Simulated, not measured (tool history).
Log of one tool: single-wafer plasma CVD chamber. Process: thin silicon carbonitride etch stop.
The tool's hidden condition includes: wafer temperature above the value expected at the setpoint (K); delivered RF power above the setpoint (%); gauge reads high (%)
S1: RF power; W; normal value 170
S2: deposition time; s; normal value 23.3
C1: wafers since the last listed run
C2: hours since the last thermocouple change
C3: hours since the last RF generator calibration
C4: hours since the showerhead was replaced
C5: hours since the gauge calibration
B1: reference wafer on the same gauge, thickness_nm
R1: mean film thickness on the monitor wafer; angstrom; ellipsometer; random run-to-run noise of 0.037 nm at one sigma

{"run": 1, "hour": 0.0, "S1": 195, "S2": 25.3, "C1": 0, "C2": 740.6, "C3": 220.7, "C4": 3519.2, "C5": 620, "B1": 10.604, "R1": 125.09}
{"run": 2, "hour": 67.3, "S1": 195, "S2": 25.3, "C1": 1509, "C2": 807.9, "C3": 288, "C4": 3586.5, "C5": 687.3, "B1": 10.6, "R1": 125.36}
{"run": 3, "hour": 108.8, "S1": 155, "S2": 23.3, "C1": 931, "C2": 849.4, "C3": 329.5, "C4": 3628, "C5": 728.8, "B1": 10.597, "R1": 110}
{"run": 4, "hour": 136.8, "S1": 155, "S2": 23.3, "C1": 628, "C2": 877.4, "C3": 357.5, "C4": 3656, "C5": 756.8, "B1": 10.61, "R1": 109.9}
{"run": 5, "hour": 194.6, "S1": 170, "S2": 21.8, "C1": 1296, "C2": 935.2, "C3": 415.3, "C4": 3713.8, "C5": 814.6, "B1": 10.601, "R1": 104.81}
{"run": 6, "hour": 260.5, "S1": 170, "S2": 23.3, "C1": 1478, "C2": 1001.1, "C3": 481.2, "C4": 3779.7, "C5": 880.5, "B1": 10.606, "R1": 111.95}
{"run": 7, "hour": 316.1, "S1": 170, "S2": 23.3, "C1": 1247, "C2": 1056.7, "C3": 536.8, "C4": 3835.3, "C5": 936.1, "B1": 10.597, "R1": 111.32}
{"run": 8, "hour": 376.7, "S1": 170, "S2": 23.3, "C1": 1359, "C2": 1117.3, "C3": 597.4, "C4": 3895.9, "C5": 996.7, "B1": 10.598, "R1": 111.48}
{"hour": 400.8, "done": "thermocouple changed; heater temperature recalibrated"}
{"run": 9, "hour": 436.0, "S1": 170, "S2": 23.3, "C1": 1151, "C2": 35.2, "C3": 656.7, "C4": 3955.2, "C5": 1056, "B1": 10.61, "R1": 111.66}
{"run": 10, "hour": 463.4, "S1": 185, "S2": 25.1, "C1": 614, "C2": 62.6, "C3": 684.1, "C4": 3982.6, "C5": 1083.4, "B1": 10.592, "R1": 122.09}
{"hour": 608.8, "done": "showerhead replaced, of another model than before"}
{"run": 11, "hour": 616.2, "S1": 185, "S2": 25.1, "C1": 3248, "C2": 215.4, "C3": 836.9, "C4": 7.4, "C5": 1236.2, "B1": 10.601, "R1": 121.33}
{"run": 12, "hour": 658.8, "S1": 170, "S2": 23.3, "C1": 955, "C2": 258, "C3": 879.5, "C4": 50, "C5": 1278.8, "B1": 10.602, "R1": 110.25}
{"run": 13, "hour": 705.3, "S1": 150, "S2": 23.3, "C1": 1043, "C2": 304.5, "C3": 926, "C4": 96.5, "C5": 1325.3, "B1": 10.598, "R1": 106.73}
{"run": 14, "hour": 766.0, "S1": 155, "S2": 25.6, "C1": 1361, "C2": 365.2, "C3": 986.7, "C4": 157.2, "C5": 1386, "B1": 10.598, "R1": 117.82}
{"run": 15, "hour": 822.8, "S1": 170, "S2": 19.9, "C1": 1274, "C2": 422, "C3": 1043.5, "C4": 214, "C5": 1442.8, "B1": 10.595, "R1": 93.15}
{"hour": 824.8, "done": "gauge calibrated"}
{"run": 16, "hour": 865.2, "S1": 170, "S2": 23.3, "C1": 951, "C2": 464.4, "C3": 1085.9, "C4": 256.4, "C5": 40.4, "B1": 10.597, "R1": 108.78}
{"hour": 903.1, "done": "RF generator calibrated"}
{"run": 17, "hour": 928.1, "S1": 195, "S2": 25.4, "C1": 1231, "C2": 527.3, "C3": 25, "C4": 319.3, "C5": 103.3, "B1": 10.598, "R1": 126.7}
{"run": 18, "hour": 958.8, "S1": 170, "S2": 20.7, "C1": 688, "C2": 558, "C3": 55.7, "C4": 350, "C5": 134, "B1": 10.596, "R1": 100.04}
{"run": 19, "hour": 1013.9, "S1": 185, "S2": 23.3, "C1": 1236, "C2": 613.1, "C3": 110.8, "C4": 405.1, "C5": 189.1, "B1": 10.6, "R1": 114.54}
{"run": 20, "hour": 1061.0, "S1": 200, "S2": 20.8, "C1": 1056, "C2": 660.2, "C3": 157.9, "C4": 452.2, "C5": 236.2, "B1": 10.606, "R1": 104.33}
{"run": 21, "hour": 1089.0, "S1": 170, "S2": 23.3, "C1": 628, "C2": 688.2, "C3": 185.9, "C4": 480.2, "C5": 264.2, "B1": 10.602, "R1": 111.62}
{"run": 22, "hour": 1135.6, "S1": 150, "S2": 26.4, "C1": 1045, "C2": 734.8, "C3": 232.5, "C4": 526.8, "C5": 310.8, "B1": 10.591, "R1": 123.27}
{"run": 23, "hour": 1201.0, "S1": 170, "S2": 23.3, "C1": 1467, "C2": 800.2, "C3": 297.9, "C4": 592.2, "C5": 376.2, "B1": 10.6, "R1": 111.82}
{"run": 24, "hour": 1232.7, "S1": 150, "S2": 20.5, "C1": 711, "C2": 831.9, "C3": 329.6, "C4": 623.9, "C5": 407.9, "B1": 10.605, "R1": 95.15}
{"run": 25, "hour": 1286.4, "S1": 170, "S2": 23.3, "C1": 1204, "C2": 885.6, "C3": 383.3, "C4": 677.6, "C5": 461.6, "B1": 10.604, "R1": 111.24}

Alternative continuations, all from the tool just after run 25; predict every row:
{"run": "A", "hour": 1286.8, "S1": 170, "S2": 23.3, "C1": 8, "C2": 886, "C3": 383.7, "C4": 678, "C5": 462, "B1": "?", "R1": "?"}
{"run": "B", "hour": 1286.8, "S1": 155, "S2": 21.8, "C1": 8, "C2": 886, "C3": 383.7, "C4": 678, "C5": 462, "B1": "?", "R1": "?"}
{"run": "C", "hour": 1286.8, "S1": 140, "S2": 23.3, "C1": 8, "C2": 886, "C3": 383.7, "C4": 678, "C5": 462, "B1": "?", "R1": "?"}

run=A B1=10.598 R1=111.75
run=B B1=10.598 R1=101.89
run=C B1=10.598 R1=105.87
Take away the tool's hidden state, keep each run's random variation, and the runs would have read:
run=A R1=112.22
run=B R1=102.32
run=C R1=106.32

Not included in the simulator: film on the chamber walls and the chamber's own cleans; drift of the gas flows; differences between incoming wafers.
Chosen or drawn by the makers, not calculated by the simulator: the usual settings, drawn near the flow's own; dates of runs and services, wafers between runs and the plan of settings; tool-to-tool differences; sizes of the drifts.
